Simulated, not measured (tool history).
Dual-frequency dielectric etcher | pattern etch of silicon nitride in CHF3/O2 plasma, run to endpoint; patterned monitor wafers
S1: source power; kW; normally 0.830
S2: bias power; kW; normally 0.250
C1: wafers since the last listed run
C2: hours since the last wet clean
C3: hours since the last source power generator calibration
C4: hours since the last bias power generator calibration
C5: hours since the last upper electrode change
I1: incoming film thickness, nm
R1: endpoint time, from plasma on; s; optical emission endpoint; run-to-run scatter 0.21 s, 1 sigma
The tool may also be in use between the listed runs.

run   hour     S1     S2   C1     C2      C3      C4      C5    I1    R1
  1    0.0  0.830  0.250    0  341.1  3034.5  1207.2  2926.3  72.4  38.4
  2   17.0  0.830  0.250  130  358.1  3051.5  1224.2  2943.3  71.6  38.0
      98.2  -- wet clean of the chamber
  3   98.7  0.830  0.250  441    0.5  3133.2  1305.9  3025.0  72.5  39.4
  4  105.9  0.830  0.250   55    7.7  3140.4  1313.1  3032.2  72.1  39.1
  5  119.0  0.830  0.250  100   20.8  3153.5  1326.2  3045.3  72.0  39.2
  6  146.2  0.830  0.250  208   48.0  3180.7  1353.4  3072.5  72.0  38.6
  7  181.4  0.830  0.250  269   83.2  3215.9  1388.6  3107.7  71.8  38.5
  8  205.5  0.830  0.250  184  107.3  3240.0  1412.7  3131.8  71.3  38.7
  9  226.6  0.830  0.250  161  128.4  3261.1  1433.8  3152.9  72.2  39.1
 10  258.6  0.830  0.250  244  160.4  3293.1  1465.8  3184.9  71.7  38.8
 11  294.2  0.830  0.273  272  196.0  3328.7  1501.4  3220.5  72.0  37.0
 12  311.7  0.830  0.273  133  213.5  3346.2  1518.9  3238.0  72.1  37.0
 13  347.5  0.830  0.273  274  249.3  3382.0  1554.7  3273.8  72.7  37.2
     402.7  -- bias power generator calibrated
 14  403.2  0.830  0.222  395  305.0  3437.7     0.5  3329.5  70.9  40.6
 15  420.2  0.830  0.250  130  322.0  3454.7    17.5  3346.5  71.0  37.9
 16  440.4  0.740  0.288  154  342.2  3474.9    37.7  3366.7  71.8  37.2
 17  457.9  1.000  0.250  133  359.7  3492.4    55.2  3384.2  71.9  35.8
 18  483.4  0.730  0.292  195  385.2  3517.9    80.7  3409.7  72.1  37.0
 19  506.1  0.830  0.250  173  407.9  3540.6   103.4  3432.4  71.7  38.1
     535.6  -- source power generator calibrated
 20  540.8  0.880  0.267  234  442.6     5.2   138.1  3467.1  71.5  35.8
 21  563.2  0.730  0.188  171  465.0    27.6   160.5  3489.5  71.2  46.9
 22  584.5  0.730  0.201  163  486.3    48.9   181.8  3510.8  71.5  45.4
 23  610.9  0.830  0.276  202  512.7    75.3   208.2  3537.2  72.1  36.0
 24  628.0  0.830  0.250  130  529.8    92.4   225.3  3554.3  72.2  37.8
     654.0  -- upper electrode replaced
     665.6  -- wet clean of the chamber
 25  703.0  0.910  0.194  301   37.4   167.4   300.3    49.0  72.0  43.8
 26  715.4  0.640  0.211   94   49.8   179.8   312.7    61.4  71.9  47.3
 27  744.0  0.830  0.250  218   78.4   208.4   341.3    90.0  72.0  39.3
 28  756.1  0.730  0.309   92   90.5   220.5   353.4   102.1  71.6  36.3
 29  777.5  0.700  0.286  163  111.9   241.9   374.8   123.5  71.5  38.3
 30  810.6  0.830  0.250  253  145.0   275.0   407.9   156.6  71.6  38.9
 31  825.6  0.830  0.250  114  160.0   290.0   422.9   171.6  72.3  39.4
 32  851.1  0.830  0.250  195  185.5   315.5   448.4   197.1  71.9  38.8
 33  880.2  0.970  0.282  222  214.6   344.6   477.5   226.2  71.8  34.3
 34  915.6  0.830  0.250  270  250.0   380.0   512.9   261.6  72.2  39.2
 35  934.8  0.770  0.272  146  269.2   399.2   532.1   280.8  71.3  37.8

Consider 4 possible next runs. They are alternatives, not a sequence: every one starts from the tool as it was left by run 35. What does each give?
  A  935.2  0.830  0.230   3  269.6  399.6  532.5  281.2  71.3   ?
  B  935.2  0.970  0.207   3  269.6  399.6  532.5  281.2  71.3   ?
  C  935.2  0.720  0.250   3  269.6  399.6  532.5  281.2  71.3   ?
  D  935.2  0.950  0.203   3  269.6  399.6  532.5  281.2  71.3   ?

run    R1
  A  40.2
  B  40.2
  C  40.4
  D  41.0
Without the tool's unlogged condition, the same runs would have read:
run    R1
  A  40.5
  B  40.5
  C  40.7
  D  41.3
